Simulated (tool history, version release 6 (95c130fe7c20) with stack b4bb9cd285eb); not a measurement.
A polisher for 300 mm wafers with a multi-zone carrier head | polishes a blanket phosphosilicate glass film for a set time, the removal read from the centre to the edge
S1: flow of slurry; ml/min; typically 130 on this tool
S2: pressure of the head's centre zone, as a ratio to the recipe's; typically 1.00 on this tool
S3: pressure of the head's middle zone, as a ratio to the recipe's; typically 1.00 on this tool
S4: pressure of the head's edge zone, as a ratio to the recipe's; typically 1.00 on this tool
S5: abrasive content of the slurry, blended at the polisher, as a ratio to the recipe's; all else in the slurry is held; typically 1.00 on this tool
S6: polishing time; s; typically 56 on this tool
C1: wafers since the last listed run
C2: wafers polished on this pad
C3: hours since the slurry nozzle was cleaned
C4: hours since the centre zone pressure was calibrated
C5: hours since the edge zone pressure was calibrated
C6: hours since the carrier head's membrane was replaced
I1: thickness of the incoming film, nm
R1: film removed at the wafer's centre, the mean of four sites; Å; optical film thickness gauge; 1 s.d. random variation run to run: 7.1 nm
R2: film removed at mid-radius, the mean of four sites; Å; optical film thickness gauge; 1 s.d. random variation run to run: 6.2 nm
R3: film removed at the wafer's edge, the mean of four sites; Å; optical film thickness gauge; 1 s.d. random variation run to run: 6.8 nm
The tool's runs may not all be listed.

{"run": 1, "hour": 0.0, "S1": 130, "S2": 1.0, "S3": 1.0, "S4": 1.0, "S5": 1.0, "S6": 56, "C1": 0, "C2": 1434, "C3": 41.0, "C4": 59.2, "C5": 361.2, "C6": 904.6, "I1": 2792.4, "R1": 4369, "R2": 4855, "R3": 4950}
{"hour": 20.8, "done": "carrier head's membrane replaced by a new one"}
{"run": 2, "hour": 30.1, "S1": 160, "S2": 1.0, "S3": 1.07, "S4": 0.92, "S5": 1.0, "S6": 50, "C1": 257, "C2": 1692, "C3": 71.1, "C4": 89.3, "C5": 391.3, "C6": 9.3, "I1": 2813.8, "R1": 4299, "R2": 4767, "R3": 4368}
{"run": 3, "hour": 46.8, "S1": 130, "S2": 1.0, "S3": 1.0, "S4": 1.0, "S5": 1.0, "S6": 56, "C1": 171, "C2": 1863, "C3": 87.8, "C4": 106.0, "C5": 408.0, "C6": 26.0, "I1": 2834.2, "R1": 4368, "R2": 4877, "R3": 4870}
{"hour": 55.1, "done": "worn pad replaced by a new one"}
{"run": 4, "hour": 59.1, "S1": 145, "S2": 1.0, "S3": 1.0, "S4": 1.0, "S5": 1.0, "S6": 56, "C1": 85, "C2": 40, "C3": 100.1, "C4": 118.3, "C5": 420.3, "C6": 38.3, "I1": 2793.0, "R1": 4547, "R2": 5103, "R3": 4900}
{"hour": 82.9, "done": "centre zone pressure recalibrated, repeated, since the last time left the tool worse"}
{"run": 5, "hour": 89.8, "S1": 100, "S2": 1.0, "S3": 1.09, "S4": 1.0, "S5": 0.8, "S6": 47, "C1": 294, "C2": 335, "C3": 130.8, "C4": 6.9, "C5": 451.0, "C6": 69.0, "I1": 2806.6, "R1": 3479, "R2": 3675, "R3": 3569}
{"hour": 118.0, "done": "edge zone pressure recalibrated"}
{"run": 6, "hour": 118.5, "S1": 105, "S2": 1.0, "S3": 0.9, "S4": 1.0, "S5": 1.0, "S6": 56, "C1": 274, "C2": 609, "C3": 159.5, "C4": 35.6, "C5": 0.5, "C6": 97.7, "I1": 2842.2, "R1": 4642, "R2": 4448, "R3": 4717}
{"run": 7, "hour": 128.1, "S1": 130, "S2": 1.0, "S3": 1.0, "S4": 1.08, "S5": 1.0, "S6": 56, "C1": 98, "C2": 708, "C3": 169.1, "C4": 45.2, "C5": 10.1, "C6": 107.3, "I1": 2831.7, "R1": 4911, "R2": 4852, "R3": 4997}
{"run": 8, "hour": 142.4, "S1": 130, "S2": 1.0, "S3": 1.0, "S4": 1.0, "S5": 1.0, "S6": 56, "C1": 146, "C2": 855, "C3": 183.4, "C4": 59.5, "C5": 24.4, "C6": 121.6, "I1": 2809.3, "R1": 5045, "R2": 4905, "R3": 4873}
{"run": 9, "hour": 171.9, "S1": 130, "S2": 1.05, "S3": 1.0, "S4": 1.1, "S5": 1.0, "S6": 63, "C1": 302, "C2": 1158, "C3": 212.9, "C4": 89.0, "C5": 53.9, "C6": 151.1, "I1": 2836.4, "R1": 5677, "R2": 5524, "R3": 5657}
{"run": 10, "hour": 202.0, "S1": 110, "S2": 1.0, "S3": 0.93, "S4": 1.0, "S5": 1.0, "S6": 56, "C1": 309, "C2": 1467, "C3": 243.0, "C4": 119.1, "C5": 84.0, "C6": 181.2, "I1": 2782.7, "R1": 4635, "R2": 4536, "R3": 4790}
{"run": 11, "hour": 231.2, "S1": 130, "S2": 1.0, "S3": 1.0, "S4": 1.0, "S5": 1.0, "S6": 56, "C1": 299, "C2": 1766, "C3": 272.2, "C4": 148.3, "C5": 113.2, "C6": 210.4, "I1": 2804.5, "R1": 4955, "R2": 4940, "R3": 4726}
{"hour": 246.2, "done": "worn pad replaced by a new one"}
{"run": 12, "hour": 251.5, "S1": 110, "S2": 1.0, "S3": 0.94, "S4": 1.0, "S5": 0.7, "S6": 56, "C1": 167, "C2": 54, "C3": 292.5, "C4": 168.6, "C5": 133.5, "C6": 230.7, "I1": 2806.2, "R1": 4236, "R2": 4072, "R3": 4262}
{"run": 13, "hour": 282.5, "S1": 90, "S2": 1.0, "S3": 1.05, "S4": 1.04, "S5": 1.1, "S6": 56, "C1": 318, "C2": 372, "C3": 323.5, "C4": 199.6, "C5": 164.5, "C6": 261.7, "I1": 2797.4, "R1": 4563, "R2": 4635, "R3": 4718}
{"run": 14, "hour": 303.3, "S1": 130, "S2": 1.0, "S3": 1.06, "S4": 1.0, "S5": 1.0, "S6": 56, "C1": 213, "C2": 586, "C3": 344.3, "C4": 220.4, "C5": 185.3, "C6": 282.5, "I1": 2854.1, "R1": 4966, "R2": 4932, "R3": 4867}
{"run": 15, "hour": 317.3, "S1": 130, "S2": 0.89, "S3": 1.0, "S4": 1.08, "S5": 1.0, "S6": 56, "C1": 143, "C2": 730, "C3": 358.3, "C4": 234.4, "C5": 199.3, "C6": 296.5, "I1": 2837.5, "R1": 4737, "R2": 4879, "R3": 4890}
{"run": 16, "hour": 349.0, "S1": 130, "S2": 1.0, "S3": 1.0, "S4": 1.0, "S5": 1.0, "S6": 56, "C1": 325, "C2": 1055, "C3": 390.0, "C4": 266.1, "C5": 231.0, "C6": 328.2, "I1": 2852.6, "R1": 4880, "R2": 5037, "R3": 4805}
{"run": 17, "hour": 382.9, "S1": 105, "S2": 1.0, "S3": 1.11, "S4": 1.11, "S5": 1.25, "S6": 56, "C1": 348, "C2": 1403, "C3": 423.9, "C4": 300.0, "C5": 264.9, "C6": 362.1, "I1": 2842.4, "R1": 4971, "R2": 5335, "R3": 5328}
{"run": 18, "hour": 406.3, "S1": 130, "S2": 1.0, "S3": 1.0, "S4": 1.0, "S5": 1.0, "S6": 56, "C1": 240, "C2": 1644, "C3": 447.3, "C4": 323.4, "C5": 288.3, "C6": 385.5, "I1": 2875.0, "R1": 4809, "R2": 4852, "R3": 4882}
{"hour": 431.8, "done": "worn pad replaced by a new one"}
{"run": 19, "hour": 432.7, "S1": 130, "S2": 1.0, "S3": 1.0, "S4": 1.0, "S5": 1.0, "S6": 56, "C1": 230, "C2": 9, "C3": 473.7, "C4": 349.8, "C5": 314.7, "C6": 411.9, "I1": 2846.5, "R1": 4841, "R2": 4912, "R3": 4901}
{"run": 20, "hour": 452.6, "S1": 130, "S2": 1.0, "S3": 1.0, "S4": 1.0, "S5": 1.0, "S6": 51, "C1": 204, "C2": 213, "C3": 493.6, "C4": 369.7, "C5": 334.6, "C6": 431.8, "I1": 2814.2, "R1": 4571, "R2": 4522, "R3": 4497}
{"run": 21, "hour": 476.2, "S1": 130, "S2": 1.0, "S3": 1.0, "S4": 1.0, "S5": 1.0, "S6": 56, "C1": 242, "C2": 455, "C3": 517.2, "C4": 393.3, "C5": 358.2, "C6": 455.4, "I1": 2851.1, "R1": 5000, "R2": 5028, "R3": 4918}

Per-run results on a tool with no hidden state, each run keeping its own random variation:
What the log doesn't record here: removal rate lost through wear of the pad, %; slurry flow missing at the pad, %; deviation of the centre zone's pressure from its setpoint, %; deviation of the edge zone's pressure from its setpoint, %.
run=1 R1=4839
run=2 R1=4760
run=3 R1=4835
run=4 R1=5033
run=5 R1=3464
run=6 R1=4622
run=7 R1=4890
run=8 R1=5022
run=9 R1=5650
run=10 R1=4612
run=11 R1=4928
run=12 R1=4211
run=13 R1=4534
run=14 R1=4932
run=15 R1=4702
run=16 R1=4841
run=17 R1=4926
run=18 R1=4761
run=19 R1=4788
run=20 R1=4518
run=21 R1=4937
R2: at most 3 Å away from the measurement, every run.
R3: as measured in every run.
